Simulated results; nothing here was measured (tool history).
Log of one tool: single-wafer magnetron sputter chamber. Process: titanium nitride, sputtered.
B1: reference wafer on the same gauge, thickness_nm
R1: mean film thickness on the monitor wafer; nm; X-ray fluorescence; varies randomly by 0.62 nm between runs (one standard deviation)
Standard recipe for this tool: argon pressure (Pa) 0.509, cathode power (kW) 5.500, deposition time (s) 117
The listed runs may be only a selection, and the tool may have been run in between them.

{"run": 1, "day": 0.0, "argon pressure (Pa)": 0.509, "cathode power (kW)": 5.5, "deposition time (s)": 123, "B1": 113.608, "R1": 114.569}
{"run": 2, "day": 0.533, "argon pressure (Pa)": 0.509, "cathode power (kW)": 5.5, "deposition time (s)": 117, "B1": 113.629, "R1": 107.616}
{"run": 3, "day": 1.858, "argon pressure (Pa)": 0.509, "cathode power (kW)": 5.5, "deposition time (s)": 117, "B1": 113.379, "R1": 107.068}
{"run": 4, "day": 2.542, "argon pressure (Pa)": 0.509, "cathode power (kW)": 5.5, "deposition time (s)": 117, "B1": 113.462, "R1": 106.425}
{"run": 5, "day": 3.225, "argon pressure (Pa)": 0.657, "cathode power (kW)": 5.5, "deposition time (s)": 117, "B1": 113.121, "R1": 100.68}
{"run": 6, "day": 4.683, "argon pressure (Pa)": 0.657, "cathode power (kW)": 5.5, "deposition time (s)": 117, "B1": 113.094, "R1": 101.371}
{"run": 7, "day": 5.246, "argon pressure (Pa)": 0.509, "cathode power (kW)": 5.5, "deposition time (s)": 117, "B1": 113.044, "R1": 107.941}
{"run": 8, "day": 6.167, "argon pressure (Pa)": 0.509, "cathode power (kW)": 5.5, "deposition time (s)": 117, "B1": 112.509, "R1": 107.492}
{"run": 9, "day": 6.758, "argon pressure (Pa)": 0.579, "cathode power (kW)": 5.5, "deposition time (s)": 117, "B1": 112.524, "R1": 104.043}
{"run": 10, "day": 7.338, "argon pressure (Pa)": 0.509, "cathode power (kW)": 5.5, "deposition time (s)": 117, "B1": 112.61, "R1": 105.834}
{"run": 11, "day": 8.354, "argon pressure (Pa)": 0.509, "cathode power (kW)": 5.5, "deposition time (s)": 117, "B1": 112.292, "R1": 107.594}
{"day": 8.817, "done": "gauge calibrated"}
{"run": 12, "day": 8.958, "argon pressure (Pa)": 0.509, "cathode power (kW)": 5.5, "deposition time (s)": 117, "B1": 115.038, "R1": 108.738}
{"run": 13, "day": 9.712, "argon pressure (Pa)": 0.509, "cathode power (kW)": 5.5, "deposition time (s)": 117, "B1": 114.601, "R1": 108.142}
{"day": 10.658, "done": "sputter target and shields replaced"}
{"run": 14, "day": 10.679, "argon pressure (Pa)": 0.509, "cathode power (kW)": 5.5, "deposition time (s)": 117, "B1": 114.813, "R1": 108.094}
{"run": 15, "day": 11.012, "argon pressure (Pa)": 0.509, "cathode power (kW)": 4.45, "deposition time (s)": 109, "B1": 114.623, "R1": 83.089}
{"run": 16, "day": 11.746, "argon pressure (Pa)": 0.42, "cathode power (kW)": 5.5, "deposition time (s)": 117, "B1": 114.825, "R1": 113.18}
{"run": 17, "day": 12.4, "argon pressure (Pa)": 0.42, "cathode power (kW)": 5.5, "deposition time (s)": 117, "B1": 114.672, "R1": 112.153}
{"run": 18, "day": 13.767, "argon pressure (Pa)": 0.647, "cathode power (kW)": 5.5, "deposition time (s)": 109, "B1": 114.623, "R1": 97.201}
{"day": 15.146, "done": "capacitance manometer re-zeroed and calibrated"}
{"day": 16.521, "done": "magnet pack replaced"}
{"run": 19, "day": 16.542, "argon pressure (Pa)": 0.509, "cathode power (kW)": 6.45, "deposition time (s)": 117, "B1": 114.713, "R1": 126.166}
{"run": 20, "day": 17.388, "argon pressure (Pa)": 0.59, "cathode power (kW)": 4.45, "deposition time (s)": 131, "B1": 114.792, "R1": 97.416}
{"run": 21, "day": 18.283, "argon pressure (Pa)": 0.509, "cathode power (kW)": 5.9, "deposition time (s)": 117, "B1": 114.726, "R1": 115.042}
{"run": 22, "day": 19.188, "argon pressure (Pa)": 0.509, "cathode power (kW)": 5.5, "deposition time (s)": 117, "B1": 114.376, "R1": 108.257}
{"run": 23, "day": 20.046, "argon pressure (Pa)": 0.66, "cathode power (kW)": 5.5, "deposition time (s)": 134, "B1": 114.43, "R1": 118.064}
{"run": 24, "day": 20.958, "argon pressure (Pa)": 0.341, "cathode power (kW)": 5.5, "deposition time (s)": 140, "B1": 114.169, "R1": 137.296}
{"run": 25, "day": 22.396, "argon pressure (Pa)": 0.632, "cathode power (kW)": 6.7, "deposition time (s)": 136, "B1": 114.412, "R1": 144.836}
{"run": 26, "day": 23.112, "argon pressure (Pa)": 0.678, "cathode power (kW)": 4.85, "deposition time (s)": 117, "B1": 114.075, "R1": 91.186}
{"run": 27, "day": 26.612, "argon pressure (Pa)": 0.62, "cathode power (kW)": 4.9, "deposition time (s)": 95, "B1": 113.648, "R1": 75.653}
{"run": 28, "day": 27.7, "argon pressure (Pa)": 0.509, "cathode power (kW)": 6.8, "deposition time (s)": 117, "B1": 113.435, "R1": 130.811}
{"run": 29, "day": 28.479, "argon pressure (Pa)": 0.509, "cathode power (kW)": 5.5, "deposition time (s)": 117, "B1": 113.599, "R1": 106.753}

5 ways to go on from here, each from the tool as it stands after run 29. What would each give?
{"run": "A", "day": 28.496, "argon pressure (Pa)": 0.644, "cathode power (kW)": 5.5, "deposition time (s)": 117, "B1": "?", "R1": "?"}
{"run": "B", "day": 28.496, "argon pressure (Pa)": 0.43, "cathode power (kW)": 5.5, "deposition time (s)": 135, "B1": "?", "R1": "?"}
{"run": "C", "day": 28.496, "argon pressure (Pa)": 0.579, "cathode power (kW)": 6.85, "deposition time (s)": 131, "B1": "?", "R1": "?"}
{"run": "D", "day": 28.496, "argon pressure (Pa)": 0.363, "cathode power (kW)": 6.5, "deposition time (s)": 117, "B1": "?", "R1": "?"}
{"run": "E", "day": 28.496, "argon pressure (Pa)": 0.421, "cathode power (kW)": 4.3, "deposition time (s)": 109, "B1": "?", "R1": "?"}

run=A B1=113.308 R1=102.132
run=B B1=113.308 R1=127.215
run=C B1=113.308 R1=143.484
run=D B1=113.308 R1=131.910
run=E B1=113.308 R1=82.329
With no hidden state in the tool, these same runs would have given:
run=A R1=103.567
run=B R1=129.003
run=C R1=145.501
run=D R1=133.764
run=E R1=83.486
